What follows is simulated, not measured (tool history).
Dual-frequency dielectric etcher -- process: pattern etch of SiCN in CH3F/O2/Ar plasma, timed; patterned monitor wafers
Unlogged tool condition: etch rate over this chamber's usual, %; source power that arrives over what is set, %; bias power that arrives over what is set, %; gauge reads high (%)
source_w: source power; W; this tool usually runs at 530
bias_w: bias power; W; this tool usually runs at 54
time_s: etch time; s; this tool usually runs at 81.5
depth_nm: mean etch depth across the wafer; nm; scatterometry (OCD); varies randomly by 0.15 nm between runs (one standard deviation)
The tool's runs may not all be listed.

| run | hour | source_w | bias_w | time_s | wafers since the last listed run | hours since the last wet clean | hours since the last source power generator calibration | hours since the last bias power generator calibration | hours since the last upper electrode change | hours since the gauge calibration | read-back reference wafer on the same gauge, depth_nm | depth_nm |
|---|---|---|---|---|---|---|---|---|---|---|---|---|
| 1 | 0 | 530 | 54 | 98.5 | 0 | 828.3 | 3254.1 | 3425.3 | 162.9 | 176.2 | 24.29 | 35.05 |
|  | 59 | wet clean of the chamber |
| 2 | 85.5 | 530 | 54 | 98.5 | 722 | 26.5 | 3339.6 | 3510.8 | 248.4 | 261.7 | 24.31 | 35.13 |
| 3 | 157.8 | 530 | 54 | 81.5 | 849 | 98.8 | 3411.9 | 3583.1 | 320.7 | 334 | 24.29 | 29.17 |
| 4 | 230.7 | 420 | 54 | 72.5 | 856 | 171.7 | 3484.8 | 3656 | 393.6 | 406.9 | 24.29 | 23.13 |
|  | 452.1 | bias power generator calibrated |
| 5 | 468.2 | 470 | 50 | 58 | 2742 | 409.2 | 3722.3 | 16.1 | 631.1 | 644.4 | 24.31 | 19.33 |
|  | 538.5 | source power generator calibrated |
| 6 | 563.6 | 530 | 64 | 81.5 | 1073 | 504.6 | 25.1 | 111.5 | 726.5 | 739.8 | 24.3 | 29.74 |
| 7 | 608.7 | 610 | 54 | 81.5 | 529 | 549.7 | 70.2 | 156.6 | 771.6 | 784.9 | 24.31 | 30.36 |
| 8 | 678.4 | 530 | 59 | 81.5 | 818 | 619.4 | 139.9 | 226.3 | 841.3 | 854.6 | 24.3 | 28.97 |
| 9 | 757.6 | 530 | 54 | 69.5 | 930 | 698.6 | 219.1 | 305.5 | 920.5 | 933.8 | 24.29 | 24.55 |
|  | 795.6 | wet clean of the chamber |
| 10 | 799.6 | 530 | 49 | 92.5 | 211 | 4 | 261.1 | 347.5 | 962.5 | 975.8 | 24.3 | 31.59 |
| 11 | 882.3 | 530 | 59 | 81.5 | 971 | 86.7 | 343.8 | 430.2 | 1045.2 | 1058.5 | 24.31 | 29.11 |
| 12 | 1037.3 | 530 | 54 | 81.5 | 1820 | 241.7 | 498.8 | 585.2 | 1200.2 | 1213.5 | 24.28 | 28.69 |
| 13 | 1126.2 | 410 | 54 | 90 | 1044 | 330.6 | 587.7 | 674.1 | 1289.1 | 1302.4 | 24.3 | 28.29 |
| 14 | 1199.9 | 530 | 54 | 81.5 | 865 | 404.3 | 661.4 | 747.8 | 1362.8 | 1376.1 | 24.3 | 28.68 |
| 15 | 1280 | 410 | 66 | 95.5 | 940 | 484.4 | 741.5 | 827.9 | 1442.9 | 1456.2 | 24.31 | 31.12 |
|  | 1437.8 | source power generator calibrated, repeated, since the last time left the tool worse |
| 16 | 1565 | 530 | 54 | 81.5 | 3300 | 769.4 | 127.2 | 1112.9 | 1727.9 | 1741.2 | 24.3 | 29.27 |
|  | 1600.1 | wet clean of the chamber |
|  | 1607.9 | gauge calibrated |
| 17 | 1636.7 | 530 | 62 | 57.5 | 560 | 36.6 | 198.9 | 1184.6 | 1799.6 | 28.8 | 24.31 | 21.5 |
| 18 | 1744.2 | 530 | 54 | 81.5 | 1262 | 144.1 | 306.4 | 1292.1 | 1907.1 | 136.3 | 24.29 | 29.18 |
| 19 | 1794.3 | 420 | 54 | 72.5 | 588 | 194.2 | 356.5 | 1342.2 | 1957.2 | 186.4 | 24.31 | 23.77 |
| 20 | 1840.7 | 590 | 64 | 71.5 | 544 | 240.6 | 402.9 | 1388.6 | 2003.6 | 232.8 | 24.31 | 28.06 |
| 21 | 1935.3 | 530 | 63 | 81.5 | 1110 | 335.2 | 497.5 | 1483.2 | 2098.2 | 327.4 | 24.29 | 30.06 |
| 22 | 2035.2 | 530 | 41 | 81.5 | 1173 | 435.1 | 597.4 | 1583.1 | 2198.1 | 427.3 | 24.31 | 27.66 |
| 23 | 2123.2 | 570 | 65 | 67.5 | 1033 | 523.1 | 685.4 | 1671.1 | 2286.1 | 515.3 | 24.27 | 26.08 |
| 24 | 2217.7 | 470 | 61 | 71 | 1109 | 617.6 | 779.9 | 1765.6 | 2380.6 | 609.8 | 24.32 | 24.9 |
| 25 | 2308.7 | 650 | 61 | 100.5 | 1068 | 708.6 | 870.9 | 1856.6 | 2471.6 | 700.8 | 24.29 | 40.68 |
| 26 | 2357.8 | 530 | 54 | 81.5 | 576 | 757.7 | 920 | 1905.7 | 2520.7 | 749.9 | 24.29 | 29.37 |
|  | 2429.6 | wet clean of the chamber |
| 27 | 2452.2 | 460 | 46 | 74 | 826 | 22.6 | 1014.4 | 2000.1 | 2615.1 | 844.3 | 24.3 | 24.18 |
| 28 | 2496.9 | 610 | 54 | 81.5 | 524 | 67.3 | 1059.1 | 2044.8 | 2659.8 | 889 | 24.3 | 31.05 |

Measured minus without-hidden-state, run by run (identical run-to-run variation in each term; gauge scatter may differ):
| run | depth_nm |
|---|---|
| 1 | -0.33 |
| 2 | -0.35 |
| 3 | -0.31 |
| 4 | -0.26 |
| 5 | -0.26 |
| 6 | -0.84 |
| 7 | -0.86 |
| 8 | -0.81 |
| 9 | -0.7 |
| 10 | -0.9 |
| 11 | -0.82 |
| 12 | -0.82 |
| 13 | -0.81 |
| 14 | -0.83 |
| 15 | -0.89 |
| 16 | -0.02 |
| 17 | -0.01 |
| 18 | -0.03 |
| 19 | -0.02 |
| 20 | -0.02 |
| 21 | -0.03 |
| 22 | -0.03 |
| 23 | -0.03 |
| 24 | -0.04 |
| 25 | -0.06 |
| 26 | -0.05 |
| 27 | -0.05 |
| 28 | -0.06 |
